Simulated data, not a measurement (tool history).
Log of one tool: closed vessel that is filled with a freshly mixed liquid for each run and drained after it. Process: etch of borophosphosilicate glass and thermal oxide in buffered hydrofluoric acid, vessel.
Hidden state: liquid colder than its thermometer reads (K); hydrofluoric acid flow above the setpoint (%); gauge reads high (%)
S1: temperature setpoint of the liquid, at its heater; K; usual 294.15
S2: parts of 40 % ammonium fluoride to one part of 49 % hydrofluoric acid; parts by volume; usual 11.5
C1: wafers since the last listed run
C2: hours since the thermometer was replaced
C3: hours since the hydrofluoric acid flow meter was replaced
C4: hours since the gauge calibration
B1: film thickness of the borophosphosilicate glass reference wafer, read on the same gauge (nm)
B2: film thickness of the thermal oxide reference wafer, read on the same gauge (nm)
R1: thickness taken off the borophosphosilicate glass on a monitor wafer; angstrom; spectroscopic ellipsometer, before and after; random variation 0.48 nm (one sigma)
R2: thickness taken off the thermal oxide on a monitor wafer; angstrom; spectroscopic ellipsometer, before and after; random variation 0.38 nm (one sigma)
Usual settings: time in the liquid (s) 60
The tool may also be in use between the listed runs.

{"run": 1, "hour": 0.0, "S1": 294.15, "S2": 11.5, "time in the liquid (s)": 60, "C1": 0, "C2": 2080.1, "C3": 1766.4, "C4": 3.5, "B1": 80.0, "B2": 39.99, "R1": 582.6, "R2": 512.9}
{"run": 2, "hour": 26.4, "S1": 294.15, "S2": 11.5, "time in the liquid (s)": 60, "C1": 2857, "C2": 2106.5, "C3": 1792.8, "C4": 29.9, "B1": 79.99, "B2": 40.01, "R1": 572.1, "R2": 513.8}
{"run": 3, "hour": 53.1, "S1": 294.15, "S2": 11.5, "time in the liquid (s)": 60, "C1": 2890, "C2": 2133.2, "C3": 1819.5, "C4": 56.6, "B1": 79.97, "B2": 39.98, "R1": 571.2, "R2": 513.7}
{"run": 4, "hour": 73.0, "S1": 294.15, "S2": 11.5, "time in the liquid (s)": 60, "C1": 2154, "C2": 2153.1, "C3": 1839.4, "C4": 76.5, "B1": 79.99, "B2": 39.98, "R1": 572.8, "R2": 519.8}
{"hour": 92.4, "done": "thermometer replaced"}
{"run": 5, "hour": 98.0, "S1": 294.15, "S2": 11.5, "time in the liquid (s)": 60, "C1": 2597, "C2": 5.6, "C3": 1864.4, "C4": 101.5, "B1": 80.01, "B2": 40.01, "R1": 642.5, "R2": 570.1}
{"run": 6, "hour": 114.0, "S1": 294.15, "S2": 11.5, "time in the liquid (s)": 60, "C1": 1731, "C2": 21.6, "C3": 1880.4, "C4": 117.5, "B1": 79.99, "B2": 40.0, "R1": 652.5, "R2": 574.4}
{"run": 7, "hour": 136.8, "S1": 294.15, "S2": 8.5, "time in the liquid (s)": 60, "C1": 2468, "C2": 44.4, "C3": 1903.2, "C4": 140.3, "B1": 80.02, "B2": 40.01, "R1": 857.0, "R2": 772.2}
{"run": 8, "hour": 163.6, "S1": 294.15, "S2": 11.5, "time in the liquid (s)": 60, "C1": 2901, "C2": 71.2, "C3": 1930.0, "C4": 167.1, "B1": 80.0, "B2": 40.0, "R1": 649.5, "R2": 583.2}
{"run": 9, "hour": 237.0, "S1": 294.15, "S2": 10.0, "time in the liquid (s)": 85, "C1": 7945, "C2": 144.6, "C3": 2003.4, "C4": 240.5, "B1": 80.0, "B2": 40.01, "R1": 1032.4, "R2": 916.9}
{"hour": 262.4, "done": "hydrofluoric acid flow meter replaced"}
{"run": 10, "hour": 268.4, "S1": 296.65, "S2": 11.5, "time in the liquid (s)": 60, "C1": 3290, "C2": 176.0, "C3": 6.0, "C4": 271.9, "B1": 80.0, "B2": 40.01, "R1": 639.0, "R2": 573.5}
{"run": 11, "hour": 286.3, "S1": 295.65, "S2": 10.0, "time in the liquid (s)": 35, "C1": 1937, "C2": 193.9, "C3": 23.9, "C4": 289.8, "B1": 80.0, "B2": 40.01, "R1": 408.6, "R2": 364.1}
{"run": 12, "hour": 309.9, "S1": 296.65, "S2": 7.5, "time in the liquid (s)": 30, "C1": 2554, "C2": 217.5, "C3": 47.5, "C4": 313.4, "B1": 79.99, "B2": 40.01, "R1": 474.1, "R2": 427.5}
{"run": 13, "hour": 328.8, "S1": 290.65, "S2": 11.5, "time in the liquid (s)": 90, "C1": 2045, "C2": 236.4, "C3": 66.4, "C4": 332.3, "B1": 80.01, "B2": 40.0, "R1": 693.7, "R2": 610.7}
{"run": 14, "hour": 355.2, "S1": 297.65, "S2": 8.5, "time in the liquid (s)": 35, "C1": 2857, "C2": 262.8, "C3": 92.8, "C4": 358.7, "B1": 79.99, "B2": 40.02, "R1": 521.6, "R2": 452.2}
{"run": 15, "hour": 385.5, "S1": 294.15, "S2": 11.5, "time in the liquid (s)": 60, "C1": 3279, "C2": 293.1, "C3": 123.1, "C4": 389.0, "B1": 80.01, "B2": 40.01, "R1": 562.4, "R2": 496.0}
{"run": 16, "hour": 408.8, "S1": 298.15, "S2": 9.5, "time in the liquid (s)": 50, "C1": 2522, "C2": 316.4, "C3": 146.4, "C4": 412.3, "B1": 80.0, "B2": 39.99, "R1": 681.2, "R2": 605.2}
{"run": 17, "hour": 426.8, "S1": 294.15, "S2": 11.5, "time in the liquid (s)": 35, "C1": 1948, "C2": 334.4, "C3": 164.4, "C4": 430.3, "B1": 80.0, "B2": 39.99, "R1": 327.3, "R2": 288.5}
{"run": 18, "hour": 488.0, "S1": 294.15, "S2": 11.5, "time in the liquid (s)": 60, "C1": 6624, "C2": 395.6, "C3": 225.6, "C4": 491.5, "B1": 79.99, "B2": 40.0, "R1": 563.8, "R2": 497.5}
{"run": 19, "hour": 502.5, "S1": 294.15, "S2": 14.0, "time in the liquid (s)": 30, "C1": 1569, "C2": 410.1, "C3": 240.1, "C4": 506.0, "B1": 80.0, "B2": 40.02, "R1": 228.4, "R2": 205.6}
{"run": 20, "hour": 527.3, "S1": 292.65, "S2": 11.5, "time in the liquid (s)": 60, "C1": 2684, "C2": 434.9, "C3": 264.9, "C4": 530.8, "B1": 80.02, "B2": 39.99, "R1": 515.6, "R2": 458.1}
{"run": 21, "hour": 540.8, "S1": 294.15, "S2": 14.5, "time in the liquid (s)": 30, "C1": 1461, "C2": 448.4, "C3": 278.4, "C4": 544.3, "B1": 79.99, "B2": 40.0, "R1": 226.0, "R2": 199.1}
{"run": 22, "hour": 554.2, "S1": 294.15, "S2": 11.5, "time in the liquid (s)": 75, "C1": 1450, "C2": 461.8, "C3": 291.8, "C4": 557.7, "B1": 79.97, "B2": 39.98, "R1": 704.0, "R2": 623.7}
{"run": 23, "hour": 581.7, "S1": 290.65, "S2": 11.5, "time in the liquid (s)": 60, "C1": 2976, "C2": 489.3, "C3": 319.3, "C4": 585.2, "B1": 80.01, "B2": 40.02, "R1": 460.1, "R2": 411.3}
{"run": 24, "hour": 602.7, "S1": 294.15, "S2": 11.5, "time in the liquid (s)": 60, "C1": 2273, "C2": 510.3, "C3": 340.3, "C4": 606.2, "B1": 79.99, "B2": 39.98, "R1": 567.3, "R2": 496.9}

5 ways to go on from here, each from the tool as it stands after run 24. What would each give?
{"run": "A", "hour": 603.4, "S1": 294.15, "S2": 11.5, "time in the liquid (s)": 60, "C1": 75, "C2": 511.0, "C3": 341.0, "C4": 606.9, "B1": "?", "B2": "?", "R1": "?", "R2": "?"}
{"run": "B", "hour": 603.4, "S1": 292.15, "S2": 11.5, "time in the liquid (s)": 60, "C1": 75, "C2": 511.0, "C3": 341.0, "C4": 606.9, "B1": "?", "B2": "?", "R1": "?", "R2": "?"}
{"run": "C", "hour": 603.4, "S1": 294.15, "S2": 13.5, "time in the liquid (s)": 75, "C1": 75, "C2": 511.0, "C3": 341.0, "C4": 606.9, "B1": "?", "B2": "?", "R1": "?", "R2": "?"}
{"run": "D", "hour": 603.4, "S1": 294.15, "S2": 11.5, "time in the liquid (s)": 85, "C1": 75, "C2": 511.0, "C3": 341.0, "C4": 606.9, "B1": "?", "B2": "?", "R1": "?", "R2": "?"}
{"run": "E", "hour": 603.4, "S1": 290.15, "S2": 10.0, "time in the liquid (s)": 60, "C1": 75, "C2": 511.0, "C3": 341.0, "C4": 606.9, "B1": "?", "B2": "?", "R1": "?", "R2": "?"}

run=A B1=80.00 B2=39.99 R1=573.0 R2=501.5
run=B B1=80.00 B2=39.99 R1=512.8 R2=448.2
run=C B1=80.00 B2=39.99 R1=611.6 R2=535.9
run=D B1=80.00 B2=39.99 R1=811.8 R2=710.5
run=E B1=80.00 B2=39.99 R1=521.7 R2=454.7
Without the tool's hidden state the same runs would have given:
run=A R1=578.0 R2=506.1
run=B R1=517.5 R2=452.5
run=C R1=616.9 R2=540.8
run=D R1=818.8 R2=717.0
run=E R1=530.8 R2=462.9
